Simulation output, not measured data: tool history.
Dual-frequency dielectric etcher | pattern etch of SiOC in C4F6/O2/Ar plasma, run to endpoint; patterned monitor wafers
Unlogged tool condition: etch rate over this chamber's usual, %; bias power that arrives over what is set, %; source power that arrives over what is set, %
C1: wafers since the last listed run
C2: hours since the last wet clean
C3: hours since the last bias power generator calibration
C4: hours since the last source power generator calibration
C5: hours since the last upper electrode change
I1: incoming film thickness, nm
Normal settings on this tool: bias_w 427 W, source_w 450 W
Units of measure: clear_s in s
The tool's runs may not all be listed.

{"run": 1, "day": 0.0, "bias_w": 427, "source_w": 450, "C1": 0, "C2": 328.0, "C3": 3289.7, "C4": 2107.6, "C5": 2.5, "I1": 47.5, "clear_s": 17.1}
{"day": 0.321, "done": "bias power generator calibrated"}
{"run": 2, "day": 1.412, "bias_w": 427, "source_w": 450, "C1": 387, "C2": 361.9, "C3": 26.2, "C4": 2141.5, "C5": 36.4, "I1": 47.56, "clear_s": 17.3}
{"run": 3, "day": 2.867, "bias_w": 427, "source_w": 450, "C1": 451, "C2": 396.8, "C3": 61.1, "C4": 2176.4, "C5": 71.3, "I1": 47.74, "clear_s": 17.3}
{"run": 4, "day": 3.512, "bias_w": 427, "source_w": 380, "C1": 200, "C2": 412.3, "C3": 76.6, "C4": 2191.9, "C5": 86.8, "I1": 47.48, "clear_s": 18.6}
{"run": 5, "day": 4.192, "bias_w": 427, "source_w": 380, "C1": 211, "C2": 428.6, "C3": 92.9, "C4": 2208.2, "C5": 103.1, "I1": 47.93, "clear_s": 18.8}
{"run": 6, "day": 5.471, "bias_w": 427, "source_w": 380, "C1": 397, "C2": 459.3, "C3": 123.6, "C4": 2238.9, "C5": 133.8, "I1": 47.79, "clear_s": 19.0}
{"day": 7.079, "done": "wet clean of the chamber"}
{"run": 7, "day": 7.121, "bias_w": 427, "source_w": 450, "C1": 201, "C2": 1.0, "C3": 163.2, "C4": 2278.5, "C5": 173.4, "I1": 47.58, "clear_s": 16.6}
{"run": 8, "day": 8.562, "bias_w": 427, "source_w": 450, "C1": 447, "C2": 35.6, "C3": 197.8, "C4": 2313.1, "C5": 208.0, "I1": 48.01, "clear_s": 17.0}
{"run": 9, "day": 10.033, "bias_w": 427, "source_w": 450, "C1": 457, "C2": 70.9, "C3": 233.1, "C4": 2348.4, "C5": 243.3, "I1": 47.84, "clear_s": 16.8}
{"run": 10, "day": 10.833, "bias_w": 427, "source_w": 360, "C1": 248, "C2": 90.1, "C3": 252.3, "C4": 2367.6, "C5": 262.5, "I1": 47.43, "clear_s": 18.7}
{"run": 11, "day": 11.538, "bias_w": 427, "source_w": 540, "C1": 218, "C2": 107.0, "C3": 269.2, "C4": 2384.5, "C5": 279.4, "I1": 47.76, "clear_s": 15.5}
{"run": 12, "day": 12.154, "bias_w": 357, "source_w": 340, "C1": 191, "C2": 121.8, "C3": 284.0, "C4": 2399.3, "C5": 294.2, "I1": 47.38, "clear_s": 19.9}
{"run": 13, "day": 13.296, "bias_w": 354, "source_w": 410, "C1": 354, "C2": 149.2, "C3": 311.4, "C4": 2426.7, "C5": 321.6, "I1": 47.62, "clear_s": 18.4}
{"run": 14, "day": 14.525, "bias_w": 343, "source_w": 400, "C1": 381, "C2": 178.7, "C3": 340.9, "C4": 2456.2, "C5": 351.1, "I1": 47.54, "clear_s": 18.8}
{"run": 15, "day": 17.279, "bias_w": 327, "source_w": 370, "C1": 855, "C2": 244.8, "C3": 407.0, "C4": 2522.3, "C5": 417.2, "I1": 47.95, "clear_s": 19.9}
{"run": 16, "day": 18.517, "bias_w": 455, "source_w": 380, "C1": 384, "C2": 274.5, "C3": 436.7, "C4": 2552.0, "C5": 446.9, "I1": 47.68, "clear_s": 18.1}
{"run": 17, "day": 19.583, "bias_w": 427, "source_w": 450, "C1": 331, "C2": 300.1, "C3": 462.3, "C4": 2577.6, "C5": 472.5, "I1": 47.88, "clear_s": 17.3}
{"run": 18, "day": 20.946, "bias_w": 387, "source_w": 500, "C1": 423, "C2": 332.8, "C3": 495.0, "C4": 2610.3, "C5": 505.2, "I1": 47.86, "clear_s": 16.9}
{"run": 19, "day": 22.167, "bias_w": 427, "source_w": 450, "C1": 379, "C2": 362.1, "C3": 524.3, "C4": 2639.6, "C5": 534.5, "I1": 46.88, "clear_s": 16.9}
{"day": 23.275, "done": "source power generator calibrated"}
{"run": 20, "day": 23.4, "bias_w": 368, "source_w": 400, "C1": 331, "C2": 391.7, "C3": 553.9, "C4": 3.0, "C5": 564.1, "I1": 47.61, "clear_s": 18.6}
{"run": 21, "day": 24.279, "bias_w": 427, "source_w": 450, "C1": 273, "C2": 412.8, "C3": 575.0, "C4": 24.1, "C5": 585.2, "I1": 47.94, "clear_s": 17.4}
{"run": 22, "day": 25.217, "bias_w": 508, "source_w": 480, "C1": 291, "C2": 435.3, "C3": 597.5, "C4": 46.6, "C5": 607.7, "I1": 47.29, "clear_s": 16.0}
{"day": 26.454, "done": "wet clean of the chamber"}
{"run": 23, "day": 26.475, "bias_w": 489, "source_w": 370, "C1": 80, "C2": 0.5, "C3": 627.7, "C4": 76.8, "C5": 637.9, "I1": 47.89, "clear_s": 17.8}
{"run": 24, "day": 27.558, "bias_w": 495, "source_w": 500, "C1": 336, "C2": 26.5, "C3": 653.7, "C4": 102.8, "C5": 663.9, "I1": 47.31, "clear_s": 15.3}
{"run": 25, "day": 28.283, "bias_w": 379, "source_w": 450, "C1": 225, "C2": 43.9, "C3": 671.1, "C4": 120.2, "C5": 681.3, "I1": 47.37, "clear_s": 17.3}
{"run": 26, "day": 29.504, "bias_w": 456, "source_w": 390, "C1": 379, "C2": 73.2, "C3": 700.4, "C4": 149.5, "C5": 710.6, "I1": 48.28, "clear_s": 18.0}
{"run": 27, "day": 30.283, "bias_w": 468, "source_w": 450, "C1": 242, "C2": 91.9, "C3": 719.1, "C4": 168.2, "C5": 729.3, "I1": 47.5, "clear_s": 16.6}
{"run": 28, "day": 31.429, "bias_w": 427, "source_w": 450, "C1": 356, "C2": 119.4, "C3": 746.6, "C4": 195.7, "C5": 756.8, "I1": 47.59, "clear_s": 16.9}
{"run": 29, "day": 32.35, "bias_w": 362, "source_w": 450, "C1": 286, "C2": 141.5, "C3": 768.7, "C4": 217.8, "C5": 778.9, "I1": 47.52, "clear_s": 17.7}
{"run": 30, "day": 36.358, "bias_w": 366, "source_w": 500, "C1": 1245, "C2": 237.7, "C3": 864.9, "C4": 314.0, "C5": 875.1, "I1": 47.4, "clear_s": 16.9}
{"run": 31, "day": 37.583, "bias_w": 499, "source_w": 490, "C1": 380, "C2": 267.1, "C3": 894.3, "C4": 343.4, "C5": 904.5, "I1": 47.69, "clear_s": 15.9}
{"run": 32, "day": 38.15, "bias_w": 427, "source_w": 520, "C1": 176, "C2": 280.7, "C3": 907.9, "C4": 357.0, "C5": 918.1, "I1": 47.57, "clear_s": 16.1}
{"run": 33, "day": 39.617, "bias_w": 427, "source_w": 450, "C1": 455, "C2": 315.9, "C3": 943.1, "C4": 392.2, "C5": 953.3, "I1": 47.87, "clear_s": 17.2}
{"run": 34, "day": 40.458, "bias_w": 340, "source_w": 450, "C1": 261, "C2": 336.1, "C3": 963.3, "C4": 412.4, "C5": 973.5, "I1": 47.21, "clear_s": 18.0}

Table of differences, measured result less the result of that run with no hidden state. Run-to-run variation is the same in both. Gauge scatter possibly is not:
run=1 clear_s=+0.4
run=2 clear_s=+0.5
run=3 clear_s=+0.4
run=4 clear_s=+0.5
run=5 clear_s=+0.6
run=6 clear_s=+0.6
run=7 clear_s=-0.1
run=8 clear_s=+0.0
run=9 clear_s=+0.0
run=10 clear_s=+0.1
run=11 clear_s=+0.1
run=12 clear_s=+0.1
run=13 clear_s=+0.1
run=14 clear_s=+0.2
run=15 clear_s=+0.2
run=16 clear_s=+0.3
run=17 clear_s=+0.3
run=18 clear_s=+0.3
run=19 clear_s=+0.3
run=20 clear_s=+0.4
run=21 clear_s=+0.4
run=22 clear_s=+0.4
run=23 clear_s=+0.0
run=24 clear_s=+0.1
run=25 clear_s=+0.1
run=26 clear_s=+0.1
run=27 clear_s=+0.1
run=28 clear_s=+0.1
run=29 clear_s=+0.2
run=30 clear_s=+0.3
run=31 clear_s=+0.3
run=32 clear_s=+0.3
run=33 clear_s=+0.4
run=34 clear_s=+0.5
